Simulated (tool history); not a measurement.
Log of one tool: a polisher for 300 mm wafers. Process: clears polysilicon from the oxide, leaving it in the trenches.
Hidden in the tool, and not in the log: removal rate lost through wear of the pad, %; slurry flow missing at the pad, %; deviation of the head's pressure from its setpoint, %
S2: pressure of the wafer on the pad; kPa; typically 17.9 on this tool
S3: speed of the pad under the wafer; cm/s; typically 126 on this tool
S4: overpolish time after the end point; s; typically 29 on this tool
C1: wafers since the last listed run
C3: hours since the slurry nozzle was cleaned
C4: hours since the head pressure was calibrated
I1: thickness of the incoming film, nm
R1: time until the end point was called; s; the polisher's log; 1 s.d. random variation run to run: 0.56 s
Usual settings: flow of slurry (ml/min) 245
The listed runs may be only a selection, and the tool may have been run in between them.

run 1 day=0 | flow_of_slurry_(ml/min)=245 S2=17.9 S3=126 S4=29 | C1=0 wafers_polished_on_this_pad=890 C3=661.5 C4=466.3 | I1=492.1 | R1=30.5
run 2 day=0.721 | flow_of_slurry_(ml/min)=245 S2=17.9 S3=126 S4=29 | C1=101 wafers_polished_on_this_pad=992 C3=678.8 C4=483.6 | I1=488.4 | R1=28.7
-- day=0.829 slurry nozzle cleaned
run 3 day=1.392 | flow_of_slurry_(ml/min)=245 S2=17.9 S3=126 S4=29 | C1=88 wafers_polished_on_this_pad=1081 C3=13.5 C4=499.7 | I1=497.2 | R1=30.1
run 4 day=2.112 | flow_of_slurry_(ml/min)=245 S2=17.9 S3=126 S4=29 | C1=101 wafers_polished_on_this_pad=1183 C3=30.8 C4=517 | I1=496.3 | R1=29.9
run 5 day=2.838 | flow_of_slurry_(ml/min)=245 S2=17.9 S3=126 S4=29 | C1=102 wafers_polished_on_this_pad=1285 C3=48.2 C4=534.4 | I1=489.8 | R1=29.7
-- day=3.517 worn pad replaced by a new one
run 6 day=3.558 | flow_of_slurry_(ml/min)=220 S2=19.3 S3=126 S4=29 | C1=78 wafers_polished_on_this_pad=5 C3=65.5 C4=551.7 | I1=483.9 | R1=28.1
run 7 day=7.804 | flow_of_slurry_(ml/min)=220 S2=19.3 S3=126 S4=29 | C1=600 wafers_polished_on_this_pad=606 C3=167.4 C4=653.6 | I1=484.3 | R1=27.3
run 8 day=9.196 | flow_of_slurry_(ml/min)=220 S2=19.3 S3=126 S4=29 | C1=196 wafers_polished_on_this_pad=802 C3=200.8 C4=687 | I1=485.4 | R1=27.8
run 9 day=10.046 | flow_of_slurry_(ml/min)=245 S2=17.9 S3=126 S4=29 | C1=120 wafers_polished_on_this_pad=923 C3=221.2 C4=707.4 | I1=493.2 | R1=28.9
-- day=11.362 worn pad replaced by a new one
run 10 day=11.383 | flow_of_slurry_(ml/min)=245 S2=17.9 S3=126 S4=29 | C1=165 wafers_polished_on_this_pad=2 C3=253.3 C4=739.5 | I1=494 | R1=28.2
run 11 day=12.338 | flow_of_slurry_(ml/min)=245 S2=17.9 S3=126 S4=29 | C1=134 wafers_polished_on_this_pad=137 C3=276.2 C4=762.4 | I1=491.8 | R1=29.8
run 12 day=12.988 | flow_of_slurry_(ml/min)=245 S2=17.9 S3=126 S4=29 | C1=91 wafers_polished_on_this_pad=229 C3=291.8 C4=778 | I1=482.9 | R1=28.5
run 13 day=14.246 | flow_of_slurry_(ml/min)=245 S2=17.9 S3=126 S4=29 | C1=177 wafers_polished_on_this_pad=407 C3=322 C4=808.2 | I1=493.1 | R1=28.7
run 14 day=14.958 | flow_of_slurry_(ml/min)=245 S2=17.9 S3=126 S4=29 | C1=100 wafers_polished_on_this_pad=508 C3=339.1 C4=825.3 | I1=489.8 | R1=28.1
run 15 day=15.688 | flow_of_slurry_(ml/min)=245 S2=17.9 S3=126 S4=29 | C1=103 wafers_polished_on_this_pad=611 C3=356.6 C4=842.8 | I1=493.4 | R1=28
run 16 day=16.188 | flow_of_slurry_(ml/min)=245 S2=17.9 S3=126 S4=29 | C1=70 wafers_polished_on_this_pad=682 C3=368.6 C4=854.8 | I1=494 | R1=27.5
run 17 day=17.533 | flow_of_slurry_(ml/min)=245 S2=17.9 S3=108 S4=29 | C1=190 wafers_polished_on_this_pad=872 C3=400.9 C4=887.1 | I1=484.7 | R1=31.6
-- day=19.308 head pressure recalibrated
run 18 day=19.546 | flow_of_slurry_(ml/min)=245 S2=17.9 S3=144 S4=40 | C1=272 wafers_polished_on_this_pad=1145 C3=449.2 C4=5.7 | I1=483.4 | R1=27
run 19 day=20.2 | flow_of_slurry_(ml/min)=245 S2=17.9 S3=126 S4=29 | C1=92 wafers_polished_on_this_pad=1237 C3=464.9 C4=21.4 | I1=483 | R1=29.7
run 20 day=21.246 | flow_of_slurry_(ml/min)=185 S2=20 S3=126 S4=29 | C1=147 wafers_polished_on_this_pad=1385 C3=490 C4=46.5 | I1=496.8 | R1=29.7
-- day=21.758 worn pad replaced by a new one
run 21 day=22.575 | flow_of_slurry_(ml/min)=185 S2=17.9 S3=126 S4=29 | C1=164 wafers_polished_on_this_pad=115 C3=521.9 C4=78.4 | I1=485.8 | R1=31.6
-- day=23.379 slurry nozzle cleaned
run 22 day=23.412 | flow_of_slurry_(ml/min)=160 S2=13.1 S3=84 S4=36 | C1=112 wafers_polished_on_this_pad=227 C3=0.8 C4=98.5 | I1=491.1 | R1=61.6
run 23 day=24.604 | flow_of_slurry_(ml/min)=295 S2=15.9 S3=126 S4=35 | C1=168 wafers_polished_on_this_pad=396 C3=29.4 C4=127.1 | I1=484.6 | R1=33.6
run 24 day=28.262 | flow_of_slurry_(ml/min)=245 S2=17.9 S3=126 S4=29 | C1=517 wafers_polished_on_this_pad=913 C3=117.2 C4=214.9 | I1=485.4 | R1=30
run 25 day=29.629 | flow_of_slurry_(ml/min)=245 S2=17.9 S3=126 S4=29 | C1=193 wafers_polished_on_this_pad=1106 C3=150 C4=247.7 | I1=484.1 | R1=29.1
run 26 day=31.033 | flow_of_slurry_(ml/min)=220 S2=19.3 S3=126 S4=29 | C1=198 wafers_polished_on_this_pad=1305 C3=183.7 C4=281.4 | I1=491.8 | R1=28.8
-- day=31.367 worn pad replaced by a new one
run 27 day=31.662 | flow_of_slurry_(ml/min)=215 S2=15.9 S3=148 S4=29 | C1=65 wafers_polished_on_this_pad=41 C3=198.8 C4=296.5 | I1=490.6 | R1=28.7
run 28 day=32.167 | flow_of_slurry_(ml/min)=245 S2=21.4 S3=148 S4=44 | C1=71 wafers_polished_on_this_pad=112 C3=210.9 C4=308.6 | I1=481.1 | R1=22.2
run 29 day=33.621 | flow_of_slurry_(ml/min)=245 S2=17.9 S3=126 S4=29 | C1=205 wafers_polished_on_this_pad=318 C3=245.8 C4=343.5 | I1=487.7 | R1=30.3
run 30 day=34.892 | flow_of_slurry_(ml/min)=175 S2=22.8 S3=96 S4=22 | C1=179 wafers_polished_on_this_pad=498 C3=276.3 C4=374 | I1=486.2 | R1=33.3

Measured result minus the same run's result without the hidden state. Both carry the same run-to-run variation, though not necessarily the same gauge scatter:
run=1 R1=-2.1
run=2 R1=-2
run=3 R1=-2.1
run=4 R1=-2.2
run=5 R1=-2.2
run=6 R1=-2.2
run=7 R1=-2.4
run=8 R1=-2.6
run=9 R1=-2.7
run=10 R1=-2.8
run=11 R1=-3
run=12 R1=-2.9
run=13 R1=-3
run=14 R1=-3.1
run=15 R1=-3.1
run=16 R1=-3.1
run=17 R1=-3.7
run=18 R1=-0.2
run=19 R1=-0.2
run=20 R1=-0.4
run=21 R1=-0.5
run=22 R1=-1.1
run=23 R1=-0.7
run=24 R1=-1
run=25 R1=-1
run=26 R1=-1.2
run=27 R1=-1.2
run=28 R1=-0.9
run=29 R1=-1.4
run=30 R1=-1.6
